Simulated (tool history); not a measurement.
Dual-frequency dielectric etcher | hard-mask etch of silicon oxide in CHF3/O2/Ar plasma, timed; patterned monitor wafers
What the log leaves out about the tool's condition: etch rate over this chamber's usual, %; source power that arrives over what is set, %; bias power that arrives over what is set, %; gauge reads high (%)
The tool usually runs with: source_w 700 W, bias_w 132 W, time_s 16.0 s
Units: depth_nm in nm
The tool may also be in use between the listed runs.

run,hour,source_w,bias_w,time_s,wafers since the last listed run,hours since the last wet clean,hours since the last source power generator calibration,hours since the last bias power generator calibration,hours since the last upper electrode change,hours since the gauge calibration,"read-back reference wafer on the same gauge, depth_nm",depth_nm
1,0.0,700,157,16.0,0,228.1,1235.3,3998.5,5254.1,6.0,28.61,31.58
2,52.8,700,132,16.0,535,280.9,1288.1,4051.3,5306.9,58.8,28.59,28.91
3,59.1,700,132,16.0,63,287.2,1294.4,4057.6,5313.2,65.1,28.62,28.87
4,71.9,700,132,16.0,129,300.0,1307.2,4070.4,5326.0,77.9,28.59,28.88
# hour 99.5: upper electrode replaced, of another model than before
5,100.0,700,132,16.0,41,328.1,1335.3,4098.5,0.5,106.0,28.61,28.75
6,100.3,700,132,16.0,3,328.4,1335.6,4098.8,0.8,106.3,28.59,28.90
7,104.6,700,132,16.0,43,332.7,1339.9,4103.1,5.1,110.6,28.59,28.88
8,116.9,700,132,16.0,124,345.0,1352.2,4115.4,17.4,122.9,28.60,28.78
9,132.8,700,132,16.0,161,360.9,1368.1,4131.3,33.3,138.8,28.60,28.90
# hour 147.6: source power generator calibrated
10,149.0,700,132,16.0,123,377.1,1.4,4147.5,49.5,155.0,28.60,28.73
# hour 160.4: bias power generator calibrated
# hour 178.8: wet clean of the chamber
11,179.3,780,132,16.0,80,0.5,31.7,18.9,79.8,185.3,28.61,31.51
12,179.6,640,123,16.0,3,0.8,32.0,19.2,80.1,185.6,28.60,27.16
13,180.0,700,113,19.0,4,1.2,32.4,19.6,80.5,186.0,28.61,33.41
14,184.8,700,132,16.0,48,6.0,37.2,24.4,85.3,190.8,28.60,29.36
15,202.4,700,153,16.0,178,23.6,54.8,42.0,102.9,208.4,28.62,30.71
16,216.2,700,132,16.0,140,37.4,68.6,55.8,116.7,222.2,28.62,29.37
# hour 221.4: gauge calibrated
17,232.7,700,132,12.0,167,53.9,85.1,72.3,133.2,11.3,28.57,22.02
18,246.6,700,132,16.0,141,67.8,99.0,86.2,147.1,25.2,28.59,29.26
19,255.0,530,142,18.5,85,76.2,107.4,94.6,155.5,33.6,28.60,28.31
20,267.0,700,132,18.5,121,88.2,119.4,106.6,167.5,45.6,28.59,33.78
21,281.7,860,132,18.0,149,102.9,134.1,121.3,182.2,60.3,28.60,37.18

Below are 5 alternative next runs, each starting from the tool's condition after run 21. Predict each:
A,282.1,700,132,16.0,4,103.3,134.5,121.7,182.6,60.7,?,?
B,282.1,700,147,13.5,4,103.3,134.5,121.7,182.6,60.7,?,?
C,282.1,600,159,14.0,4,103.3,134.5,121.7,182.6,60.7,?,?
D,282.1,700,150,18.5,4,103.3,134.5,121.7,182.6,60.7,?,?
E,282.1,700,153,12.5,4,103.3,134.5,121.7,182.6,60.7,?,?

run,"read-back reference wafer on the same gauge, depth_nm",depth_nm
A,28.59,29.31
B,28.59,25.54
C,28.59,24.46
D,28.59,35.21
E,28.59,23.93
With no hidden state in the tool, these same runs would have given:
run,depth_nm
A,29.39
B,25.60
C,24.53
D,35.30
E,24.00
